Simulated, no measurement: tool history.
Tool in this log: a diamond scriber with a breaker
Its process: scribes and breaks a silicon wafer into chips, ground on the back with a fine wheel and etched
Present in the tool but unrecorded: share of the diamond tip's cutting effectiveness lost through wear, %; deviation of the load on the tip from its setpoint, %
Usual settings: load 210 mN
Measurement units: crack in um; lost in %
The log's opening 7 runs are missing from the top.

run   hour  load  wafers since the last listed run  hours since the diamond tip was replaced  hours since the load on the tip was calibrated  incoming depth of the damage left on the back of the incoming wafer, um  crack   lost
  8  111.8   231                                25                                      43.7                                          1126.3                                                                     0.58  16.15   3.07
  9  120.6   162                                12                                      52.5                                          1135.1                                                                     0.47  11.46  13.65
 10  127.7   162                                10                                      59.6                                          1142.2                                                                     0.54  11.08  12.92
 11  140.9   210                                19                                      72.8                                          1155.4                                                                     0.57  14.69   1.83
 12  154.8   167                                20                                      86.7                                          1169.3                                                                     0.50  11.48  11.33
 13  161.6   167                                 9                                      93.5                                          1176.1                                                                     0.34  11.73  11.04
     163.9  -- load on the tip recalibrated
 14  176.1   234                                18                                     108.0                                            12.2                                                                     0.58  16.03   3.57
 15  192.2   234                                23                                     124.1                                            28.3                                                                     0.55  16.59   3.70
 16  206.0   233                                20                                     137.9                                            42.1                                                                     0.50  16.13   3.46
 17  217.8   210                                17                                     149.7                                            53.9                                                                     0.38  14.47   1.87
 18  232.8   192                                21                                     164.7                                            68.9                                                                     0.80  13.25   3.11
 19  249.9   177                                24                                     181.8                                            86.0                                                                     0.54  12.33   6.75
     264.1  -- diamond tip replaced by a new one
 20  267.1   251                                22                                       3.0                                           103.2                                                                     0.54  17.26   6.50

Estimate the outcome of run 21 from the log above:
 21  280.2   187                                19                                      16.1                                           116.3                                                                     0.37      ?     ?

{"run 21": {"crack": 13.13, "lost": 3.99}}
On a tool with no hidden condition, and with the same random variation, this run would have come out at crack 13.13 um, lost 3.99 %.
